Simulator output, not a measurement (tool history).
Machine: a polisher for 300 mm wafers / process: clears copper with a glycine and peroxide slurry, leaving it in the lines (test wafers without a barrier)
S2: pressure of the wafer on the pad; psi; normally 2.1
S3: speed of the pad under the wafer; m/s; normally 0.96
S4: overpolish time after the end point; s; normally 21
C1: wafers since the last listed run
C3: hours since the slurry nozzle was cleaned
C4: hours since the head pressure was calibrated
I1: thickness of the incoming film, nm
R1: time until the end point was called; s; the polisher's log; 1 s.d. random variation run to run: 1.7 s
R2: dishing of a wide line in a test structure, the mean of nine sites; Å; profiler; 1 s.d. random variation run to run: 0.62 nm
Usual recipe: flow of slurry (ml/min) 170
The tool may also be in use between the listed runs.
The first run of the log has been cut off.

{"run": 2, "hour": 31.3, "flow of slurry (ml/min)": 170, "S2": 2.1, "S3": 0.96, "S4": 21, "C1": 218, "wafers polished on this pad": 961, "C3": 103.3, "C4": 639.6, "I1": 548.7, "R1": 126.3, "R2": 413}
{"run": 3, "hour": 50.3, "flow of slurry (ml/min)": 170, "S2": 2.1, "S3": 0.96, "S4": 21, "C1": 132, "wafers polished on this pad": 1093, "C3": 122.3, "C4": 658.6, "I1": 556.0, "R1": 129.1, "R2": 411}
{"run": 4, "hour": 81.3, "flow of slurry (ml/min)": 170, "S2": 2.1, "S3": 0.96, "S4": 21, "C1": 215, "wafers polished on this pad": 1309, "C3": 153.3, "C4": 689.6, "I1": 534.1, "R1": 122.5, "R2": 419}
{"run": 5, "hour": 100.0, "flow of slurry (ml/min)": 170, "S2": 2.1, "S3": 0.96, "S4": 21, "C1": 130, "wafers polished on this pad": 1439, "C3": 172.0, "C4": 708.3, "I1": 545.6, "R1": 124.3, "R2": 413}
{"hour": 113.6, "done": "worn pad replaced by a new one"}
{"run": 6, "hour": 124.3, "flow of slurry (ml/min)": 170, "S2": 2.1, "S3": 0.96, "S4": 16, "C1": 141, "wafers polished on this pad": 74, "C3": 196.3, "C4": 732.6, "I1": 537.0, "R1": 121.4, "R2": 348}
{"run": 7, "hour": 155.2, "flow of slurry (ml/min)": 170, "S2": 2.1, "S3": 0.96, "S4": 16, "C1": 215, "wafers polished on this pad": 289, "C3": 227.2, "C4": 763.5, "I1": 540.6, "R1": 123.4, "R2": 344}
{"hour": 169.8, "done": "slurry nozzle cleaned"}
{"run": 8, "hour": 170.2, "flow of slurry (ml/min)": 170, "S2": 2.4, "S3": 0.96, "S4": 21, "C1": 97, "wafers polished on this pad": 387, "C3": 0.4, "C4": 778.5, "I1": 542.6, "R1": 111.9, "R2": 447}
{"hour": 187.8, "done": "head pressure recalibrated"}
{"run": 9, "hour": 188.3, "flow of slurry (ml/min)": 170, "S2": 2.1, "S3": 0.96, "S4": 21, "C1": 112, "wafers polished on this pad": 499, "C3": 18.5, "C4": 0.5, "I1": 549.3, "R1": 124.3, "R2": 418}
{"run": 10, "hour": 222.0, "flow of slurry (ml/min)": 170, "S2": 2.1, "S3": 0.96, "S4": 21, "C1": 234, "wafers polished on this pad": 734, "C3": 52.2, "C4": 34.2, "I1": 544.5, "R1": 123.6, "R2": 422}
{"run": 11, "hour": 248.9, "flow of slurry (ml/min)": 230, "S2": 2.1, "S3": 0.82, "S4": 21, "C1": 187, "wafers polished on this pad": 921, "C3": 79.1, "C4": 61.1, "I1": 542.9, "R1": 129.6, "R2": 414}
{"run": 12, "hour": 273.7, "flow of slurry (ml/min)": 170, "S2": 2.1, "S3": 0.96, "S4": 21, "C1": 172, "wafers polished on this pad": 1094, "C3": 103.9, "C4": 85.9, "I1": 550.5, "R1": 127.3, "R2": 405}
{"run": 13, "hour": 293.4, "flow of slurry (ml/min)": 170, "S2": 2.1, "S3": 0.96, "S4": 21, "C1": 137, "wafers polished on this pad": 1231, "C3": 123.6, "C4": 105.6, "I1": 537.9, "R1": 123.3, "R2": 412}
{"run": 14, "hour": 309.2, "flow of slurry (ml/min)": 170, "S2": 2.1, "S3": 0.78, "S4": 21, "C1": 110, "wafers polished on this pad": 1341, "C3": 139.4, "C4": 121.4, "I1": 538.2, "R1": 135.8, "R2": 392}
{"hour": 324.9, "done": "worn pad replaced by a new one"}
{"run": 15, "hour": 325.4, "flow of slurry (ml/min)": 170, "S2": 2.7, "S3": 0.78, "S4": 21, "C1": 84, "wafers polished on this pad": 3, "C3": 155.6, "C4": 137.6, "I1": 551.8, "R1": 116.4, "R2": 445}
{"run": 16, "hour": 343.1, "flow of slurry (ml/min)": 170, "S2": 2.1, "S3": 0.96, "S4": 21, "C1": 123, "wafers polished on this pad": 126, "C3": 173.3, "C4": 155.3, "I1": 554.9, "R1": 124.6, "R2": 408}
{"run": 17, "hour": 356.0, "flow of slurry (ml/min)": 170, "S2": 2.1, "S3": 0.96, "S4": 14, "C1": 89, "wafers polished on this pad": 216, "C3": 186.2, "C4": 168.2, "I1": 550.8, "R1": 124.1, "R2": 321}
{"run": 18, "hour": 371.7, "flow of slurry (ml/min)": 170, "S2": 2.1, "S3": 0.96, "S4": 21, "C1": 109, "wafers polished on this pad": 326, "C3": 201.9, "C4": 183.9, "I1": 552.7, "R1": 125.3, "R2": 414}

The next listed run, before its measurement:
{"run": 19, "hour": 402.9, "flow of slurry (ml/min)": 170, "S2": 1.4, "S3": 0.96, "S4": 15, "C1": 217, "wafers polished on this pad": 543, "C3": 233.1, "C4": 215.1, "I1": 546.4, "R1": "?", "R2": "?"}

R1: 166.2 s
R2: 270 Å
If the tool had no hidden condition, the same run with the same run-to-run variation would have returned R1 166.2 s, R2 270 Å.

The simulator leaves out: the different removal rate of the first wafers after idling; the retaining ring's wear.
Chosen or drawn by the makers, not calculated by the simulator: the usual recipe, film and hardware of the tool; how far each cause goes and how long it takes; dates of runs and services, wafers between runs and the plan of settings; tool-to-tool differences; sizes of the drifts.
